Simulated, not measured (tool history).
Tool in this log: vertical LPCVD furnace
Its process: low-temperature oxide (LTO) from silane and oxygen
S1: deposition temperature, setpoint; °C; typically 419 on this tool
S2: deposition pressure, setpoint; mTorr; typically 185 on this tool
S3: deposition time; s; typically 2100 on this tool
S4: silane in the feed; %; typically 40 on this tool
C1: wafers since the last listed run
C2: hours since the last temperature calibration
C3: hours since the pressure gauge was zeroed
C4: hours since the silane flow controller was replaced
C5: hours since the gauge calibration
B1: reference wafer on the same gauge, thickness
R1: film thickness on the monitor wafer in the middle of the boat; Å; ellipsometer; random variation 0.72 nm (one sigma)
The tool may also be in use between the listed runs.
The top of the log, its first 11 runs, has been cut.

run	hour	S1	S2	S3	S4	C1	C2	C3	C4	C5	B1	R1
12	141.6	428	155	2100	40	235	32.6	3185.1	80.2	596.9	306.03	3061.2
# hour 175.1: pressure gauge zeroed
13	175.6	412	185	2100	37	219	66.6	0.5	114.2	630.9	305.9	2668.2
14	179.1	428	155	2100	40	76	70.1	4	117.7	634.4	305.97	2875.1
15	182.7	419	185	2100	40	79	73.7	7.6	121.3	638	305.9	3131.3
16	191.9	419	145	1890	35	202	82.9	16.8	130.5	647.2	306.08	1881.1
17	205.3	419	185	2100	40	294	96.3	30.2	143.9	660.6	305.8	3131.8
18	211.4	408	150	2700	38	133	102.4	36.3	150	666.7	306.13	2750.8
19	223.8	419	165	2100	40	272	114.8	48.7	162.4	679.1	305.79	2795.8
# hour 230.4: gauge calibrated
20	240.6	419	175	2100	40	369	131.6	65.5	179.2	10.2	306.09	2987.4
21	286.5	407	185	1380	44	1008	177.5	111.4	225.1	56.1	306	2027.8
22	297.1	419	185	1860	40	232	188.1	122	235.7	66.7	306.13	2795.4
23	311.5	415	185	2100	46	316	202.5	136.4	250.1	81.1	306.01	3508.9
24	327	411	210	2100	40	340	218	151.9	265.6	96.6	306	3289.1
25	336.6	419	185	2100	40	210	227.6	161.5	275.2	106.2	306.21	3155.8
26	345	419	185	2490	40	184	236	169.9	283.6	114.6	305.94	3751.3
27	352.9	419	225	2100	48	173	243.9	177.8	291.5	122.5	306.28	4592.6

Run 28, settings as shown, results not yet in. Your forecast:
28	363.2	415	220	1680	36	226	254.2	188.1	301.8	132.8	?	?

{"run 28": {"B1": 305.93, "R1": 2536.3}}
Without the tool's hidden state the same run would have given R1 2533.8 Å.

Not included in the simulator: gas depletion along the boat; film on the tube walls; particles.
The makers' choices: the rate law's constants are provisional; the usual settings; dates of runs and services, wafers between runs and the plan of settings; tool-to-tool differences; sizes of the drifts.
